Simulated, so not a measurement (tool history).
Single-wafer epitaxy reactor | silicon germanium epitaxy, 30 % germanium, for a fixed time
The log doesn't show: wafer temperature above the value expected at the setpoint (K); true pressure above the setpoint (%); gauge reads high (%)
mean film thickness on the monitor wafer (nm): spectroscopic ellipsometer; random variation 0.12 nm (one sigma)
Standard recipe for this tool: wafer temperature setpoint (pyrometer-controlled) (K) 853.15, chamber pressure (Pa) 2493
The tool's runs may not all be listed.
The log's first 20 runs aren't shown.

run	hour	wafer temperature setpoint (pyrometer-controlled) (K)	chamber pressure (Pa)	wafers since the last listed run	hours since the last pyrometer calibration	hours since the last manometer calibration	hours since the showerhead was replaced	hours since the gauge calibration	read-back reference wafer on the same gauge, thickness_nm	mean film thickness on the monitor wafer (nm)
21	570	853.15	2493	284	400.5	337.4	3078.1	392	32.162	38.501
22	597	853.15	2493	360	427.5	364.4	3105.1	419	32.155	38.387
# hour 664.2: showerhead replaced
23	664.7	853.15	2493	797	495.2	432.1	0.5	486.7	32.229	38.138
24	683.4	866.15	2973	249	513.9	450.8	19.2	505.4	32.178	53.437
25	699.1	841.15	2826	209	529.6	466.5	34.9	521.1	32.175	30.586
26	715.6	857.15	1920	220	546.1	483	51.4	537.6	32.256	38.824
27	730.6	843.15	3000	200	561.1	498	66.4	552.6	32.182	32.655
28	747.3	853.15	2493	223	577.8	514.7	83.1	569.3	32.249	38.152
29	768.8	849.15	2493	287	599.3	536.2	104.6	590.8	32.222	35.114
30	792	863.15	2906	309	622.5	559.4	127.8	614	32.193	49.765
31	825.3	853.15	3013	444	655.8	592.7	161.1	647.3	32.189	40.579
32	852	853.15	2493	356	682.5	619.4	187.8	674	32.21	38.283
33	883.8	843.15	2946	424	714.3	651.2	219.6	705.8	32.167	32.391
34	919	853.15	1933	470	749.5	686.4	254.8	741	32.23	35.316
35	1011.9	853.15	2493	1241	842.4	779.3	347.7	833.9	32.218	38.41
# hour 1029.2: gauge calibrated
36	1047.9	848.15	2960	480	878.4	815.3	383.7	18.7	32.174	36.392

3 options for the next run, each taken on its own from the tool as it stands now. Forecast them:
A	1048.3	853.15	2800	5	878.8	815.7	384.1	19.1	?	?
B	1048.3	853.15	2853	5	878.8	815.7	384.1	19.1	?	?
C	1048.3	847.15	2706	5	878.8	815.7	384.1	19.1	?	?

run	read-back reference wafer on the same gauge, thickness_nm	mean film thickness on the monitor wafer (nm)
A	32.234	39.623
B	32.234	39.865
C	32.234	34.362
Without the tool's unlogged condition, the same runs would have read:
run	mean film thickness on the monitor wafer (nm)
A	39.969
B	40.213
C	34.669

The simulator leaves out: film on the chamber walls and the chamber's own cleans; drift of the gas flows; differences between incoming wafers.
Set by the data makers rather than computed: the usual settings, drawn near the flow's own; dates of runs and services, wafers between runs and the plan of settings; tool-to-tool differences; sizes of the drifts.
